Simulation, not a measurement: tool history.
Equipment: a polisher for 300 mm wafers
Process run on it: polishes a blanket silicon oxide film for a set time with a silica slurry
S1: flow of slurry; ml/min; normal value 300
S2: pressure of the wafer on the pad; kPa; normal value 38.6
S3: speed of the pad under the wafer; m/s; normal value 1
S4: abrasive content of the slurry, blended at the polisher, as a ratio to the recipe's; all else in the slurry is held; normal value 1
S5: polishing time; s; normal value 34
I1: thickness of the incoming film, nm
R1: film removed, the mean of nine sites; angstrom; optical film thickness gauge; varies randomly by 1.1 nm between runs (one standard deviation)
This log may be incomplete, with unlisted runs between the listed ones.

Run 1, hour 0: usual settings but S3 0.84 m/s; I1 877.8. Result: R1 1036 angstrom.
Run 2, hour 6.6: usual settings; I1 900.2. Result: R1 1184 angstrom.
Run 3, hour 14.4: usual settings but S3 0.74 m/s; I1 873.8. Result: R1 949 angstrom.
Run 4, hour 31.2: usual settings but S3 0.74 m/s; I1 883.3. Result: R1 943 angstrom.
Run 5, hour 47.7: usual settings; I1 882.9. Result: R1 1174 angstrom.
At hour 56.7: slurry blender recalibrated.
At hour 59.2: slurry nozzle cleaned.
Run 6, hour 59.5: usual settings; I1 884.7. Result: R1 1170 angstrom.
At hour 75: worn pad replaced by a new one.
Run 7, hour 76.4: usual settings; I1 898.6. Result: R1 1159 angstrom.
At hour 89.9: head pressure recalibrated.
Run 8, hour 90.4: usual settings but S2 25.5 kPa, S4 0.75; I1 898.6. Result: R1 624 angstrom.
Run 9, hour 99.2: usual settings but S2 48.3 kPa, S3 1.14 m/s, S5 42 s; I1 902.3. Result: R1 1863 angstrom.
At hour 110.2: conditioning disc replaced and pad reconditioned.
Run 10, hour 115.3: usual settings; I1 891. Result: R1 1064 angstrom.
Run 11, hour 122.2: usual settings but S1 275 ml/min, S3 1.28 m/s, S4 0.7, S5 41 s; I1 889. Result: R1 1097 angstrom.
Run 12, hour 129.9: usual settings; I1 907.2. Result: R1 1060 angstrom.
Run 13, hour 143: usual settings but S1 220 ml/min, S2 33.1 kPa, S3 0.66 m/s, S4 0.75; I1 888.9. Result: R1 547 angstrom.
At hour 147.6: worn pad replaced by a new one.
At hour 153.3: conditioning disc replaced and pad reconditioned, repeated, since the last time left the tool worse.
Run 14, hour 182.2: usual settings but S5 24 s; I1 891.1. Result: R1 937 angstrom.

A few steps of R1 between consecutive runs. Split each: what settings, incoming material and random variation would produce without the hidden state, and what is left over for the hidden state, along with gauge scatter present in only one of the two compared results (measured, and without hidden state):
What the log doesn't record here: removal rate lost through wear of the pad, %; slurry flow missing at the pad, %; deviation of the head's pressure from its setpoint, %; abrasive missing from the slurry, %; time polished since the conditioner stopped cutting, s.
Run 8 -> 9: S2 25.5 -> 48.3, S3 1 -> 1.14, S4 0.75 -> 1, S5 34 -> 42. R1 +1239 angstrom: hidden state -382, all else +1621.
